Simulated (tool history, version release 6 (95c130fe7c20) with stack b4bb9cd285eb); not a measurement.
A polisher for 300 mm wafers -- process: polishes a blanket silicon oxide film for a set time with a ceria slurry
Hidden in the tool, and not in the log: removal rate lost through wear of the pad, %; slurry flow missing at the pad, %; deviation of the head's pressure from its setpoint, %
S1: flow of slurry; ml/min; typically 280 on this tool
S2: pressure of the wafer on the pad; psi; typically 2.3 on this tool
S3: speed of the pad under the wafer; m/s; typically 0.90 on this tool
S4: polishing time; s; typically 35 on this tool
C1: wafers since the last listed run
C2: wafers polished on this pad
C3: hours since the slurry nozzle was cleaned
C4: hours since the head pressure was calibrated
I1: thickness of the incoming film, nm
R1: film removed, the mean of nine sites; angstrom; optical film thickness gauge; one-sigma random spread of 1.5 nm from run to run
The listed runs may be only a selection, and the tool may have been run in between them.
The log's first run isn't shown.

| run | day | S1 | S2 | S3 | S4 | C1 | C2 | C3 | C4 | I1 | R1 |
|---|---|---|---|---|---|---|---|---|---|---|---|
| 2 | 2.150 | 280 | 2.3 | 0.90 | 35 | 550 | 703 | 109.0 | 332.1 | 1218.6 | 1026 |
| 3 | 3.275 | 280 | 2.3 | 0.90 | 35 | 287 | 991 | 136.0 | 359.1 | 1242.6 | 1031 |
| 4 | 5.600 | 300 | 2.3 | 0.76 | 35 | 595 | 1586 | 191.8 | 414.9 | 1251.3 | 872 |
| 5 | 7.562 | 300 | 2.3 | 0.76 | 35 | 502 | 2088 | 238.9 | 462.0 | 1239.4 | 890 |
| 6 | 9.542 | 300 | 2.3 | 0.76 | 35 | 506 | 2595 | 286.4 | 509.5 | 1228.3 | 871 |
| 7 | 12.062 | 280 | 2.3 | 0.90 | 29 | 645 | 3240 | 346.9 | 570.0 | 1235.8 | 815 |
| 8 | 13.208 | 220 | 2.3 | 0.90 | 40 | 293 | 3533 | 374.4 | 597.5 | 1222.3 | 1104 |
|  | 13.671 | worn pad replaced by a new one |
| 9 | 14.767 | 220 | 2.3 | 0.90 | 40 | 356 | 280 | 411.8 | 634.9 | 1252.8 | 1102 |
| 10 | 16.875 | 220 | 2.3 | 0.90 | 40 | 539 | 820 | 462.4 | 685.5 | 1229.5 | 1110 |
|  | 18.208 | head pressure recalibrated |
| 11 | 18.562 | 340 | 2.3 | 0.90 | 35 | 410 | 1230 | 502.9 | 8.5 | 1229.0 | 1058 |
| 12 | 19.562 | 340 | 2.3 | 0.90 | 35 | 255 | 1486 | 526.9 | 32.5 | 1232.6 | 1053 |
| 13 | 21.412 | 280 | 1.8 | 0.90 | 35 | 473 | 1960 | 571.3 | 76.9 | 1224.9 | 885 |
| 14 | 23.642 | 225 | 2.3 | 0.90 | 35 | 570 | 2531 | 624.8 | 130.4 | 1253.5 | 968 |
| 15 | 25.642 | 225 | 2.3 | 0.90 | 35 | 511 | 3043 | 672.8 | 178.4 | 1244.5 | 1017 |
|  | 27.292 | worn pad replaced by a new one |
| 16 | 28.612 | 225 | 2.3 | 0.90 | 35 | 717 | 338 | 744.1 | 249.7 | 1235.1 | 1008 |
|  | 29.512 | slurry nozzle cleaned |
| 17 | 37.162 | 280 | 2.3 | 0.90 | 35 | 2178 | 2516 | 183.6 | 454.9 | 1211.0 | 1019 |
| 18 | 39.583 | 280 | 2.3 | 0.90 | 35 | 619 | 3135 | 241.7 | 513.0 | 1240.0 | 1007 |
| 19 | 41.042 | 280 | 2.3 | 0.90 | 35 | 373 | 3509 | 276.7 | 548.0 | 1233.0 | 998 |
|  | 44.142 | worn pad replaced by a new one |
| 20 | 44.162 | 330 | 2.8 | 0.74 | 28 | 756 | 5 | 351.6 | 622.9 | 1225.4 | 799 |

What does the tool deliver on the next run?
| 21 | 46.700 | 280 | 2.3 | 0.90 | 35 | 649 | 655 | 412.5 | 683.8 | 1228.7 | ? |

Logged for run 21: R1 984 angstrom.
On a tool with no hidden condition, and with the same random variation, this run would have come out at R1 1031 angstrom.

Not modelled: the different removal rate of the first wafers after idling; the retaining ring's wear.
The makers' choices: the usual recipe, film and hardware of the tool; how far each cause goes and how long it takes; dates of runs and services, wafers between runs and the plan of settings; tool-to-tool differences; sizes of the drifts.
